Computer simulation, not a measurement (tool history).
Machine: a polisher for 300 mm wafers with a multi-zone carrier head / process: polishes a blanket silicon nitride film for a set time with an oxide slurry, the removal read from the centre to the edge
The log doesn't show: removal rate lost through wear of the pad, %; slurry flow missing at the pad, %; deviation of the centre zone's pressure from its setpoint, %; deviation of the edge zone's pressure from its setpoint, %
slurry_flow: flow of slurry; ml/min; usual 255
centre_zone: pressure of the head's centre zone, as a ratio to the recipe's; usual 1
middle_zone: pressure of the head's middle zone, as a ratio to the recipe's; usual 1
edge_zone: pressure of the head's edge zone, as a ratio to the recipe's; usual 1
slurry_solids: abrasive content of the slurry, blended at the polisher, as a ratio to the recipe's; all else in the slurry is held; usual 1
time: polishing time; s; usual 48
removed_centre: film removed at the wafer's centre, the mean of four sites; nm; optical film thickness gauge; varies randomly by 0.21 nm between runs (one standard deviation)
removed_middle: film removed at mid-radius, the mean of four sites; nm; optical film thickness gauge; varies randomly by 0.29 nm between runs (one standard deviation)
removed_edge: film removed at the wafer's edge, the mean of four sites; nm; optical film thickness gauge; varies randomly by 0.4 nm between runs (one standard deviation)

run,hour,slurry_flow,centre_zone,middle_zone,edge_zone,slurry_solids,time,wafers since the last listed run,wafers polished on this pad,hours since the slurry nozzle was cleaned,hours since the centre zone pressure was calibrated,hours since the edge zone pressure was calibrated,hours since the carrier head's membrane was replaced,"incoming thickness of the incoming film, nm",removed_centre,removed_middle,removed_edge
1,0,255,1,1,0.94,1,48,0,1160,374.8,1324.4,417.5,170.2,489,33.2,30.2,30.1
2,71.5,255,1,1,1,1,37,718,1878,446.3,1395.9,489,241.7,488.6,25.7,23.3,24.1
# hour 94.2: worn pad replaced by a new one
3,113.4,255,1,1,1,1,37,380,192,488.2,1437.8,530.9,283.6,488,25.7,23.5,23.6
4,154.8,255,1,1,1,1,37,415,608,529.6,1479.2,572.3,325,496.9,25.9,23.3,24
5,212.3,210,1,1.08,1,1,48,577,1185,587.1,1536.7,629.8,382.5,498.9,32.8,32,30.6
6,255.1,255,1,1,1,1,48,429,1615,629.9,1579.5,672.6,425.3,498.1,33.7,30.5,30.7
# hour 290.5: worn pad replaced by a new one
7,307.3,255,1,1,1,1,48,484,168,682.1,1631.7,724.8,477.5,486.7,34,29.9,30.6
# hour 339.5: centre zone pressure recalibrated
8,366.8,255,1,1,1,1,48,577,745,741.6,27.3,784.3,537,495.1,29.9,30.2,30.4
9,407.7,255,1,1,1,1,54,410,1156,782.5,68.2,825.2,577.9,487.7,33.9,34.2,34.7
10,433.2,255,1,1,1,1,55,256,1412,808,93.7,850.7,603.4,489.9,35,34.2,35.1
# hour 445.9: carrier head's membrane replaced by a new one
11,496.4,255,1,1,0.91,1,48,584,1997,871.2,156.9,913.9,50.5,499.4,30.8,30.4,29.4
# hour 518.7: worn pad replaced by a new one
12,522.3,170,1.11,1,1,0.85,48,219,36,897.1,182.8,939.8,76.4,496,31,28,28.9
# hour 554.8: edge zone pressure recalibrated
13,593.1,255,1,1,1,1,31,691,727,967.9,253.6,38.3,147.2,490.8,20,19.6,20.6
# hour 595.1: slurry nozzle cleaned
14,636.4,255,1,1.06,1,1,60,424,1152,41.3,296.9,81.6,190.5,491.1,38.7,40.2,38.5
15,671.8,255,1,0.92,1,1.15,48,355,1507,76.7,332.3,117,225.9,482.8,32.7,30,31.9
16,699.4,305,0.88,1,0.95,1,48,277,1784,104.3,359.9,144.6,253.5,493.9,28.5,30.6,29.6
# hour 710.3: worn pad replaced by a new one
17,748.7,255,1,1,1,1,48,455,385,153.6,409.2,193.9,302.8,493.2,31.7,30,31.4
18,792.7,255,1,1,1,1,48,441,827,197.6,453.2,237.9,346.8,493.5,32.3,30.2,30.9
19,859.5,255,1,1,0.97,1.15,48,670,1498,264.4,520,304.7,413.6,488.3,33.7,31.5,32.1
20,896.4,290,1.03,1.06,0.96,1,48,370,1869,301.3,556.9,341.6,450.5,490.4,33.6,32.1,30.7
# hour 905.3: worn pad replaced by a new one
21,924.2,255,1,1,1,1,48,239,190,329.1,584.7,369.4,478.3,490.6,32.6,30.6,31.3

Hidden state, per run?
removal rate lost through wear of the pad, %: 0, the same for each run
slurry flow missing at the pad, %: 0, the same for each run
deviation of the edge zone's pressure from its setpoint, %: 0, the same for each run
H1: deviation of the centre zone's pressure from its setpoint, %
run,H1
1,12
2,12.2
3,12.2
4,12.3
5,12.4
6,12.4
7,12.5
8,-0.0319
9,0.909
10,1.46
11,2.7
12,3.17
13,4.33
14,4.96
15,5.44
16,5.79
17,6.36
18,6.83
19,7.47
20,7.79
21,8.01
